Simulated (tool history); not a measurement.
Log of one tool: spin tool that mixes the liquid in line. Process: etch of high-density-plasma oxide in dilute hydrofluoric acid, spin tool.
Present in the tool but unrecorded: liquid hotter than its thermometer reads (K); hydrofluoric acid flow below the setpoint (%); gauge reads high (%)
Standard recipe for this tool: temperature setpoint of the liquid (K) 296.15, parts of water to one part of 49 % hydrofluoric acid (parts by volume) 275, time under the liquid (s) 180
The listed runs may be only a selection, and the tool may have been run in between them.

| run | hour | temperature setpoint of the liquid (K) | parts of water to one part of 49 % hydrofluoric acid (parts by volume) | time under the liquid (s) | wafers since the last listed run | hours since the thermometer was replaced | hours since the hydrofluoric acid flow meter was replaced | hours since the gauge calibration | read-back film thickness of the high-density-plasma oxide reference wafer, read on the same gauge (nm) | thickness taken off the high-density-plasma oxide on a monitor wafer (angstrom) |
|---|---|---|---|---|---|---|---|---|---|---|
| 1 | 0.0 | 296.15 | 275 | 180 | 0 | 1052.5 | 373.4 | 194.8 | 150.000 | 29.64 |
| 2 | 17.9 | 296.15 | 275 | 180 | 153 | 1070.4 | 391.3 | 212.7 | 149.979 | 29.31 |
| 3 | 25.5 | 296.15 | 275 | 180 | 65 | 1078.0 | 398.9 | 220.3 | 149.972 | 29.09 |
| 4 | 36.1 | 296.15 | 275 | 180 | 90 | 1088.6 | 409.5 | 230.9 | 150.027 | 29.80 |
|  | 41.2 | thermometer replaced |
| 5 | 44.7 | 296.15 | 275 | 180 | 65 | 3.5 | 418.1 | 239.5 | 150.018 | 26.70 |
| 6 | 59.5 | 296.15 | 275 | 180 | 126 | 18.3 | 432.9 | 254.3 | 150.016 | 27.40 |
| 7 | 66.5 | 296.15 | 275 | 180 | 59 | 25.3 | 439.9 | 261.3 | 150.006 | 26.97 |
| 8 | 78.2 | 296.15 | 275 | 180 | 100 | 37.0 | 451.6 | 273.0 | 150.034 | 27.27 |
|  | 88.2 | gauge calibrated |
| 9 | 89.5 | 296.15 | 275 | 180 | 96 | 48.3 | 462.9 | 1.3 | 150.017 | 27.16 |
| 10 | 100.3 | 296.15 | 275 | 180 | 92 | 59.1 | 473.7 | 12.1 | 150.003 | 26.64 |
| 11 | 106.4 | 292.15 | 230 | 250 | 52 | 65.2 | 479.8 | 18.2 | 149.986 | 40.35 |
| 12 | 123.2 | 296.15 | 275 | 180 | 143 | 82.0 | 496.6 | 35.0 | 150.049 | 27.06 |
| 13 | 136.6 | 297.65 | 215 | 115 | 114 | 95.4 | 510.0 | 48.4 | 150.009 | 24.56 |
| 14 | 159.5 | 294.65 | 275 | 100 | 196 | 118.3 | 532.9 | 71.3 | 150.004 | 13.95 |
| 15 | 173.3 | 296.15 | 275 | 250 | 118 | 132.1 | 546.7 | 85.1 | 149.978 | 37.28 |
| 16 | 189.2 | 296.15 | 160 | 180 | 136 | 148.0 | 562.6 | 101.0 | 150.037 | 52.60 |
| 17 | 202.2 | 296.15 | 275 | 180 | 111 | 161.0 | 575.6 | 114.0 | 149.994 | 26.92 |
| 18 | 218.7 | 297.65 | 230 | 105 | 141 | 177.5 | 592.1 | 130.5 | 150.011 | 20.98 |
|  | 222.4 | hydrofluoric acid flow meter replaced |
| 19 | 228.5 | 299.15 | 370 | 100 | 75 | 187.3 | 6.1 | 140.3 | 149.985 | 11.72 |
| 20 | 245.2 | 293.65 | 275 | 180 | 142 | 204.0 | 22.8 | 157.0 | 150.013 | 25.74 |
| 21 | 256.2 | 299.15 | 390 | 245 | 94 | 215.0 | 33.8 | 168.0 | 150.025 | 26.82 |
| 22 | 270.9 | 292.15 | 385 | 150 | 125 | 229.7 | 48.5 | 182.7 | 149.969 | 13.15 |
| 23 | 281.5 | 296.15 | 275 | 180 | 90 | 240.3 | 59.1 | 193.3 | 149.968 | 28.18 |
| 24 | 290.9 | 300.15 | 275 | 80 | 80 | 249.7 | 68.5 | 202.7 | 149.981 | 14.28 |
| 25 | 303.4 | 296.15 | 275 | 210 | 107 | 262.2 | 81.0 | 215.2 | 150.014 | 32.75 |
| 26 | 318.4 | 299.65 | 275 | 135 | 128 | 277.2 | 96.0 | 230.2 | 150.008 | 23.79 |
| 27 | 328.9 | 296.15 | 275 | 180 | 89 | 287.7 | 106.5 | 240.7 | 149.992 | 27.60 |
| 28 | 341.5 | 296.15 | 275 | 270 | 107 | 300.3 | 119.1 | 253.3 | 149.963 | 42.62 |
| 29 | 351.9 | 296.15 | 275 | 180 | 89 | 310.7 | 129.5 | 263.7 | 150.003 | 28.02 |
| 30 | 366.3 | 293.15 | 150 | 120 | 123 | 325.1 | 143.9 | 278.1 | 150.035 | 35.71 |
| 31 | 383.6 | 299.15 | 360 | 145 | 148 | 342.4 | 161.2 | 295.4 | 150.036 | 17.89 |
| 32 | 397.6 | 296.15 | 395 | 180 | 119 | 356.4 | 175.2 | 309.4 | 149.991 | 17.38 |
| 33 | 410.2 | 296.15 | 230 | 75 | 107 | 369.0 | 187.8 | 322.0 | 149.985 | 14.51 |

Forecast each of these 3 alternatives for the next run:
| A | 410.7 | 296.15 | 275 | 180 | 4 | 369.5 | 188.3 | 322.5 | ? | ? |
| B | 410.7 | 296.15 | 230 | 210 | 4 | 369.5 | 188.3 | 322.5 | ? | ? |
| C | 410.7 | 296.15 | 225 | 245 | 4 | 369.5 | 188.3 | 322.5 | ? | ? |

| run | read-back film thickness of the high-density-plasma oxide reference wafer, read on the same gauge (nm) | thickness taken off the high-density-plasma oxide on a monitor wafer (angstrom) |
|---|---|---|
| A | 149.991 | 27.71 |
| B | 149.991 | 40.49 |
| C | 149.991 | 48.54 |
Had the tool no hidden state, the same runs would have come out as:
| run | thickness taken off the high-density-plasma oxide on a monitor wafer (angstrom) |
|---|---|
| A | 27.37 |
| B | 39.93 |
| C | 47.87 |

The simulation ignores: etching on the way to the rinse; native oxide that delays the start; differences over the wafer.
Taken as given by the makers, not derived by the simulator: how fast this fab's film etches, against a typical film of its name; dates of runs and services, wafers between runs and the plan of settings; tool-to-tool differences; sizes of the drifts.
